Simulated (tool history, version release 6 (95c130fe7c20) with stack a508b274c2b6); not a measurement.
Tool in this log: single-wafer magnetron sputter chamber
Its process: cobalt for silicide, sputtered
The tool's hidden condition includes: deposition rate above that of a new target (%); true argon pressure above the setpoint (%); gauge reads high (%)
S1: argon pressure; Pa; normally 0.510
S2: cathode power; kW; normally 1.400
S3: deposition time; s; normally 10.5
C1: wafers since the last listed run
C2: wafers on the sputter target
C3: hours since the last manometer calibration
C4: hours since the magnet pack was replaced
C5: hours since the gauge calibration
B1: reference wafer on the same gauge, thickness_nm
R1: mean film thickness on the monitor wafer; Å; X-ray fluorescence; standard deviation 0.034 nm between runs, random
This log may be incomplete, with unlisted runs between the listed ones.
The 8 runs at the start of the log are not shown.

run   hour     S1     S2    S3    C1    C2      C3      C4      C5     B1     R1
     398.8  -- sputter target and shields replaced
  9  431.1  0.510  1.400  10.5  1241   839  2674.0  6956.2  1525.4  7.196  77.90
 10  485.0  0.510  1.150  10.5  1400  2239  2727.9  7010.1  1579.3  7.194  65.69
 11  510.9  0.510  1.150  10.5   672  2912  2753.8  7036.0  1605.2  7.188  66.03
 12  552.8  0.510  1.150  10.5  1088  4001  2795.7  7077.9  1647.1  7.190  65.68
 13  608.2  0.510  1.400  10.5  1439  5440  2851.1  7133.3  1702.5  7.186  77.54
 14  660.3  0.510  1.400  10.5  1353  6794  2903.2  7185.4  1754.6  7.184  77.91
     688.8  -- sputter target and shields replaced
 15  731.0  0.442  1.400  10.5  1629  1096  2973.9  7256.1  1825.3  7.185  81.09
 16  763.6  0.416  1.400   8.9   846  1943  3006.5  7288.7  1857.9  7.184  69.52
 17  801.2  0.666  1.400   8.7   976  2920  3044.1  7326.3  1895.5  7.184  59.12
     810.6  -- capacitance manometer re-zeroed and calibrated
     818.8  -- magnet pack replaced
     824.7  -- gauge calibrated
 18  827.7  0.510  1.300  11.1   272  3193    17.1     8.9     3.0  7.572  80.93

What will run 19 give?
 19  877.3  0.382  1.400  10.5  1288  4482  66.7  58.5  52.6   ?   ?

Run 19 yielded B1 7.546, R1 86.70 Å.
Take away the tool's hidden state, keep the run-to-run variation as it was, and the same run would have given R1 86.95 Å.

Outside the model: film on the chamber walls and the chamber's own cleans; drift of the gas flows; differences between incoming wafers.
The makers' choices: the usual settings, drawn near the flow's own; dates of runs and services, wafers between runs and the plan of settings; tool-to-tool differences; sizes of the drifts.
